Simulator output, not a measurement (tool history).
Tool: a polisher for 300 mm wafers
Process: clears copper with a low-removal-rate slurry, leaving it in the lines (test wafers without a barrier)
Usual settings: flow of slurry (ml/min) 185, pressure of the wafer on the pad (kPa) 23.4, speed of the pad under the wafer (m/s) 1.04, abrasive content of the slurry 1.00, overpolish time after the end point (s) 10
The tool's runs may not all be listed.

run    hour  flow of slurry (ml/min)  pressure of the wafer on the pad (kPa)  speed of the pad under the wafer (m/s)  abrasive content of the slurry  overpolish time after the end point (s)  wafers since the last listed run  wafers polished on this pad  hours since the slurry nozzle was cleaned  hours since the head pressure was calibrated  hours since the slurry blender was calibrated  incoming thickness of the incoming film, nm  time until the end point was called (s)  dishing of a wide line in a test structure (angstrom)
  1     0.0                      185                                    23.4                                    1.04                            0.90                                       10                                 0                          555                                      248.7                                         176.6                                          158.6                                        482.3                                    134.0                                                    258
  2    50.9                      185                                    23.4                                    0.90                            1.00                                       12                               211                          766                                      299.6                                         227.5                                          209.5                                        482.3                                    141.7                                                    287
  3   119.6                      185                                    23.4                                    0.90                            1.00                                       12                               284                         1051                                      368.3                                         296.2                                          278.2                                        487.3                                    144.4                                                    266
      159.8  -- slurry blender recalibrated
  4   172.3                      185                                    23.4                                    0.90                            1.00                                       12                               210                         1261                                      421.0                                         348.9                                           12.5                                        492.0                                    141.7                                                    293
      225.4  -- worn pad replaced by a new one
      226.1  -- slurry nozzle cleaned
  5   226.6                      185                                    23.4                                    1.04                            1.20                                       10                               205                            1                                        0.5                                         403.2                                           66.8                                        486.3                                    126.1                                                    276
  6   296.1                      185                                    23.4                                    1.04                            1.00                                       10                               288                          290                                       70.0                                         472.7                                          136.3                                        487.3                                    129.5                                                    274
  7   356.3                      185                                    23.4                                    1.04                            1.00                                       10                               249                          539                                      130.2                                         532.9                                          196.5                                        488.0                                    128.3                                                    261
  8   449.8                      185                                    23.4                                    1.04                            1.00                                       10                               387                          927                                      223.7                                         626.4                                          290.0                                        489.6                                    133.7                                                    263
  9   508.0                      185                                    23.4                                    1.04                            1.00                                       10                               241                         1169                                      281.9                                         684.6                                          348.2                                        484.7                                    131.5                                                    263
      514.5  -- slurry blender recalibrated
 10   569.9                      185                                    23.4                                    1.04                            1.00                                       10                               248                         1417                                      343.8                                         746.5                                           55.4                                        483.3                                    124.9                                                    269
      597.7  -- worn pad replaced by a new one
 11   659.0                      185                                    23.4                                    1.04                            1.00                                       10                               352                          254                                      432.9                                         835.6                                          144.5                                        481.3                                    124.9                                                    262
      704.1  -- slurry nozzle cleaned
 12   763.9                      185                                    23.4                                    1.04                            1.00                                       10                               430                          685                                       59.8                                         940.5                                          249.4                                        485.0                                    126.3                                                    280
 13   847.3                      185                                    27.6                                    0.92                            1.00                                       10                               345                         1030                                      143.2                                        1023.9                                          332.8                                        489.1                                    121.7                                                    289
      855.2  -- slurry blender recalibrated
 14   884.7                      185                                    20.7                                    0.78                            0.90                                       10                               146                         1177                                      180.6                                        1061.3                                           29.5                                        491.6                                    165.7                                                    217
 15   943.3                      185                                    23.4                                    0.74                            1.00                                       10                               243                         1420                                      239.2                                        1119.9                                           88.1                                        484.8                                    149.1                                                    228
      954.1  -- worn pad replaced by a new one
 16  1020.2                      185                                    23.4                                    0.90                            1.00                                       12                               302                          273                                      316.1                                        1196.8                                          165.0                                        488.5                                    134.7                                                    307
 17  1064.0                      185                                    23.4                                    1.04                            1.00                                        4                               181                          455                                      359.9                                        1240.6                                          208.8                                        490.9                                    126.6                                                    117
 18  1148.2                      185                                    23.4                                    1.04                            1.00                                       15                               349                          804                                      444.1                                        1324.8                                          293.0                                        487.1                                    126.5                                                    399
     1167.9  -- slurry nozzle cleaned
     1226.0  -- slurry blender recalibrated
     1228.5  -- head pressure recalibrated
 19  1231.6                      165                                    19.3                                    0.72                            1.15                                       10                               325                         1130                                       63.7                                           3.1                                            5.6                                        478.4                                    190.3                                                    186
     1278.6  -- worn pad replaced by a new one
 20  1312.0                      185                                    23.4                                    1.04                            1.00                                       10                               316                          138                                      144.1                                          83.5                                           86.0                                        478.2                                    132.8                                                    256
 21  1405.0                      230                                    23.4                                    1.04                            1.00                                       10                               385                          524                                      237.1                                         176.5                                          179.0                                        480.7                                    129.6                                                    262
 22  1474.0                      160                                    31.0                                    1.04                            1.15                                        4                               286                          810                                      306.1                                         245.5                                          248.0                                        491.1                                    107.0                                                    140
     1561.6  -- slurry blender recalibrated
 23  1568.6                      185                                    29.0                                    0.88                            1.15                                       10                               384                         1194                                      400.7                                         340.1                                            7.0                                        478.6                                    118.7                                                    291
     1576.6  -- worn pad replaced by a new one
     1611.6  -- slurry nozzle cleaned
 24  1635.3                      185                                    23.4                                    1.04                            0.75                                       10                               255                          239                                       23.7                                         406.8                                           73.7                                        480.5                                    137.3                                                    254

4 ways to go on from here, each from the tool as it stands after run 24. What would each give?
  A  1635.8                      185                                    23.4                                    1.04                            1.00                                       13                                 2                          241                                       24.2                                         407.3                                           74.2                                        495.0                                        ?                                                      ?
  B  1635.8                      185                                    23.4                                    1.32                            1.00                                       10                                 2                          241                                       24.2                                         407.3                                           74.2                                        495.0                                        ?                                                      ?
  C  1635.8                      120                                    30.3                                    1.04                            1.10                                       15                                 2                          241                                       24.2                                         407.3                                           74.2                                        495.0                                        ?                                                      ?
  D  1635.8                      145                                    30.3                                    0.82                            1.00                                       10                                 2                          241                                       24.2                                         407.3                                           74.2                                        495.0                                        ?                                                      ?

run  time until the end point was called (s)  dishing of a wide line in a test structure (angstrom)
  A                                    135.8                                                    313
  B                                    116.9                                                    284
  C                                    116.5                                                    408
  D                                    130.0                                                    260
Without the tool's hidden state the same runs would have given:
run  time until the end point was called (s)  dishing of a wide line in a test structure (angstrom)
  A                                    137.3                                                    310
  B                                    118.2                                                    281
  C                                    117.7                                                    404
  D                                    131.4                                                    257

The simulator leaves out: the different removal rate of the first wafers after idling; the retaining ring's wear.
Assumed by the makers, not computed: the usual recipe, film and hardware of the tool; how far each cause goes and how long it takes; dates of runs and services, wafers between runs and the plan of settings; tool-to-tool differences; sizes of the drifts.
